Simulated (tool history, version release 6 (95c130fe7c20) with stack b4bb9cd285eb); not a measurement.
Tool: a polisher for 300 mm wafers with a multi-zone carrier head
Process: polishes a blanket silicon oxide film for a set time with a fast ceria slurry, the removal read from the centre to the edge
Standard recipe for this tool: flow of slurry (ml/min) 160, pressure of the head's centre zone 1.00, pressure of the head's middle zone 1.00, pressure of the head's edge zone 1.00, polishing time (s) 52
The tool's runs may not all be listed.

run,hour,flow of slurry (ml/min),pressure of the head's centre zone,pressure of the head's middle zone,pressure of the head's edge zone,polishing time (s),"incoming thickness of the incoming film, nm",film removed at the wafer's centre (Å),film removed at mid-radius (Å),film removed at the wafer's edge (Å)
1,0.0,160,1.00,1.00,1.00,52,2285.2,4489,4621,4462
2,13.4,160,0.92,1.00,1.00,52,2211.4,4113,4381,4308
# hour 22.2: worn pad replaced by a new one
3,22.9,160,1.06,1.00,1.00,52,2231.6,5061,4785,4851
4,33.8,160,0.92,0.94,1.04,42,2240.0,3580,3546,3867
5,40.1,185,1.09,1.04,1.00,52,2277.5,5115,5056,4825
6,53.1,180,1.11,1.00,0.93,60,2259.2,5916,5528,5162
7,61.9,160,1.00,1.07,1.00,52,2215.5,4574,5047,4562
8,70.7,145,1.00,0.94,1.00,52,2227.8,4507,4371,4510
9,80.5,160,1.00,1.00,1.00,52,2272.0,4505,4534,4442
# hour 84.4: edge zone pressure recalibrated
# hour 87.0: slurry nozzle cleaned
# hour 96.2: worn pad replaced by a new one, of another model than before
10,96.7,125,1.05,1.00,1.04,52,2280.8,4734,4671,4748
11,102.8,160,1.00,1.00,1.00,52,2238.0,4720,4752,4752
12,113.3,160,1.00,1.00,1.00,52,2255.0,4686,4686,4715

Forecast run 13:
# hour 121.0: carrier head's membrane replaced by a new one
13,128.5,160,1.00,0.94,1.00,61,2251.6,?,?,?

Run 13 came out at film removed at the wafer's centre (Å) 5369, film removed at mid-radius (Å) 5249, film removed at the wafer's edge (Å) 5378.
With no hidden state in the tool, this same run would have given film removed at the wafer's centre (Å) 5581, film removed at mid-radius (Å) 5456, film removed at the wafer's edge (Å) 5589.

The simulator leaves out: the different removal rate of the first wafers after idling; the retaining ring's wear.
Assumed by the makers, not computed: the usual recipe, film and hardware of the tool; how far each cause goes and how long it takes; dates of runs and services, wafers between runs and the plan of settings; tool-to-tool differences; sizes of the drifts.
